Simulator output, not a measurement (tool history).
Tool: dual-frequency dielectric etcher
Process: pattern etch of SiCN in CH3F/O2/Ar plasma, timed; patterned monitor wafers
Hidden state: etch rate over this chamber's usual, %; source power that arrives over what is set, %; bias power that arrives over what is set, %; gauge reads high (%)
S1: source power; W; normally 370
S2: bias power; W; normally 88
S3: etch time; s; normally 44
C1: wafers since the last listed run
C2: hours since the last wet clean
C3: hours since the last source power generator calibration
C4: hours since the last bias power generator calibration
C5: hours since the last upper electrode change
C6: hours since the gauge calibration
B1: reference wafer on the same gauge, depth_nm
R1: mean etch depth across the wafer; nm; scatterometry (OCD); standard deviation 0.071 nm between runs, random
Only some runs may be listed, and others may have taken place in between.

run	hour	S1	S2	S3	C1	C2	C3	C4	C5	C6	B1	R1
1	0	370	88	44	0	235.6	3575.8	1802.2	251.8	1790.2	17.1	18.72
2	45.4	370	88	44	363	281	3621.2	1847.6	297.2	1835.6	17.09	18.74
3	139.6	370	88	44	754	375.2	3715.4	1941.8	391.4	1929.8	17.11	18.83
4	208.9	370	88	44	554	444.5	3784.7	2011.1	460.7	1999.1	17.11	18.76
5	253.4	370	88	44	356	489	3829.2	2055.6	505.2	2043.6	17.09	18.76
# hour 285.7: source power generator calibrated
6	348.3	370	88	44	727	583.9	62.6	2150.5	600.1	2138.5	17.12	18.73
# hour 399.4: gauge calibrated
7	414.7	400	79	49.5	531	650.3	129	2216.9	666.5	15.3	17.08	20.63
8	488.3	450	71	44	589	723.9	202.6	2290.5	740.1	88.9	17.09	18.48
# hour 533.2: bias power generator calibrated
9	547.4	430	100	57	441	783	261.7	14.2	799.2	148	17.09	26.16
# hour 589.8: wet clean of the chamber
10	601.4	330	72	52.5	240	11.6	315.7	68.2	853.2	202	17.1	19.82
11	652.4	370	88	44	408	62.6	366.7	119.2	904.2	253	17.1	18.93
12	734.2	290	88	49	655	144.4	448.5	201	986	334.8	17.08	18.91
13	778.7	370	88	44	356	188.9	493	245.5	1030.5	379.3	17.08	18.72
14	870.9	340	105	32.5	738	281.1	585.2	337.7	1122.7	471.5	17.09	14.32
15	929.6	370	79	55.5	470	339.8	643.9	396.4	1181.4	530.2	17.11	22.47
16	973.5	430	88	55	351	383.7	687.8	440.3	1225.3	574.1	17.11	24.65
17	1044.7	370	88	44	570	454.9	759	511.5	1296.5	645.3	17.07	18.46
18	1144.1	370	99	52.5	796	554.3	858.4	610.9	1395.9	744.7	17.11	23.06
19	1191.9	370	88	34.5	382	602.1	906.2	658.7	1443.7	792.5	17.11	14.45
20	1259	370	105	40.5	537	669.2	973.3	725.8	1510.8	859.6	17.07	18.18
# hour 1291.2: wet clean of the chamber
21	1338.3	330	79	44	442	47.1	1052.6	805.1	1590.1	938.9	17.09	17.29
22	1425.4	370	106	44	697	134.2	1139.7	892.2	1677.2	1026	17.11	20.27
23	1472.7	370	80	44	378	181.5	1187	939.5	1724.5	1073.3	17.08	17.91
24	1524	370	106	44	410	232.8	1238.3	990.8	1775.8	1124.6	17.09	20.15
25	1617.6	430	105	32	749	326.4	1331.9	1084.4	1869.4	1218.2	17.09	15.39
26	1921.6	300	68	36.5	2434	630.4	1635.9	1388.4	2173.4	1522.2	17.13	12.67
# hour 2015.1: wet clean of the chamber
27	2015.6	370	88	44	560	0.5	1729.9	1482.4	2267.4	1616.2	17.13	19.13
28	2092.3	450	88	44	614	77.2	1806.6	1559.1	2344.1	1692.9	17.1	20.5
29	2164.3	330	74	44	576	149.2	1878.6	1631.1	2416.1	1764.9	17.13	16.91

List, for all runs, the conditions of the tool that the log does not record:
source power that arrives over what is set, %: 0, the same for each run
gauge reads high (%): 0, the same for each run
H1: etch rate over this chamber's usual, %
H2: bias power that arrives over what is set, %
run	H1	H2
1	-1.02	3.8
2	-1.2	3.89
3	-1.59	4.08
4	-1.87	4.21
5	-2.05	4.3
6	-2.44	4.49
7	-2.71	4.62
8	-3.01	4.76
9	-3.25	-0.412
10	0.0534	-0.306
11	-0.154	-0.206
12	-0.487	-0.0463
13	-0.668	0.0407
14	-1.04	0.221
15	-1.28	0.336
16	-1.46	0.422
17	-1.75	0.561
18	-2.16	0.755
19	-2.35	0.849
20	-2.62	0.98
21	-0.327	1.14
22	-0.681	1.31
23	-0.874	1.4
24	-1.08	1.5
25	-1.46	1.68
26	-2.7	2.28
27	0.393	2.46
28	0.0811	2.61
29	-0.212	2.75
